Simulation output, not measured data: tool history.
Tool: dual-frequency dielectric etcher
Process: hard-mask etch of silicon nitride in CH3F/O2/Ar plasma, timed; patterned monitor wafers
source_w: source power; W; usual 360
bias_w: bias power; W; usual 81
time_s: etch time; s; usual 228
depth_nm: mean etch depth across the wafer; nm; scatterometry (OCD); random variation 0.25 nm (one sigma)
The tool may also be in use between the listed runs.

run	day	source_w	bias_w	time_s	wafers since the last listed run	hours since the last wet clean	hours since the last source power generator calibration	hours since the last bias power generator calibration	hours since the last upper electrode change	hours since the gauge calibration	read-back reference wafer on the same gauge, depth_nm	depth_nm
1	0	300	81	228	0	237.8	3166	4524.3	5338.9	117.5	145.1	158.1
2	0.254	360	81	228	46	243.9	3172.1	4530.4	5345	123.6	145.1	165.6
3	0.896	360	81	228	116	259.3	3187.5	4545.8	5360.4	139	145	165.8
4	1.612	360	81	228	130	276.5	3204.7	4563	5377.6	156.2	145	165.6
5	2.308	360	81	228	126	293.2	3221.4	4579.7	5394.3	172.9	145	165.8
6	2.754	360	81	228	81	303.9	3232.1	4590.4	5405	183.6	145	165.5
7	3.304	310	81	228	100	317.1	3245.3	4603.6	5418.2	196.8	145.1	159.8
8	3.662	310	81	228	65	325.7	3253.9	4612.2	5426.8	205.4	145	159.7
# day 5.004: upper electrode replaced
9	5.025	310	81	228	66	358.4	3286.6	4644.9	0.5	238.1	144.9	159.8
10	5.042	360	81	228	3	358.8	3287	4645.3	0.9	238.5	145	166
11	5.246	330	81	228	37	363.7	3291.9	4650.2	5.8	243.4	145	162.4
12	5.633	330	81	228	70	373	3301.2	4659.5	15.1	252.7	145	162.8
13	6.296	360	81	228	120	388.9	3317.1	4675.4	31	268.6	145.1	166.2
14	6.6	410	81	258	55	396.2	3324.4	4682.7	38.3	275.9	145.1	194.7
# day 7.229: source power generator calibrated
# day 7.867: bias power generator calibrated
# day 7.879: wet clean of the chamber
15	7.9	270	91	205	174	0.5	16.1	0.8	69.5	307.1	145.1	142.9
16	7.912	290	87	228	2	0.8	16.4	1.1	69.8	307.4	145	159.1
17	8.029	360	97	258.5	21	3.6	19.2	3.9	72.6	310.2	145	196.9
18	8.667	360	81	291	116	18.9	34.5	19.2	87.9	325.5	145	210.4
19	9.075	360	81	252	74	28.7	44.3	29	97.7	335.3	144.9	181.9
# day 9.596: gauge calibrated
20	9.625	450	97	202	100	41.9	57.5	42.2	110.9	0.7	145	163.7
21	10.246	360	81	228	113	56.8	72.4	57.1	125.8	15.6	144.9	164.2
22	10.833	440	72	228	107	70.9	86.5	71.2	139.9	29.7	145	168.4
23	11.558	360	81	228	132	88.3	103.9	88.6	157.3	47.1	145.1	164.8
24	12.283	360	81	228	132	105.7	121.3	106	174.7	64.5	144.9	164.8
25	12.825	360	81	228	98	118.7	134.3	119	187.7	77.5	145.1	165.1
26	13.083	300	62	205.5	47	124.9	140.5	125.2	193.9	83.7	145	131.8
27	13.708	360	76	228	113	139.9	155.5	140.2	208.9	98.7	145	161.5
28	14.225	360	62	228	94	152.3	167.9	152.6	221.3	111.1	145	153

5 ways to go on from here, each from the tool as it stands after run 28. What would each give?
A	14.246	360	81	228	3	152.8	168.4	153.1	221.8	111.6	?	?
B	14.246	390	95	228	3	152.8	168.4	153.1	221.8	111.6	?	?
C	14.246	280	98	228	3	152.8	168.4	153.1	221.8	111.6	?	?
D	14.246	300	96	187.5	3	152.8	168.4	153.1	221.8	111.6	?	?
E	14.246	390	62	228	3	152.8	168.4	153.1	221.8	111.6	?	?

run	read-back reference wafer on the same gauge, depth_nm	depth_nm
A	145	165.4
B	145	177.2
C	145	164.6
D	145	136.8
E	145	156.8
Without the tool's hidden state the same runs would have given:
run	depth_nm
A	165
B	176.8
C	164.3
D	136.5
E	156.5
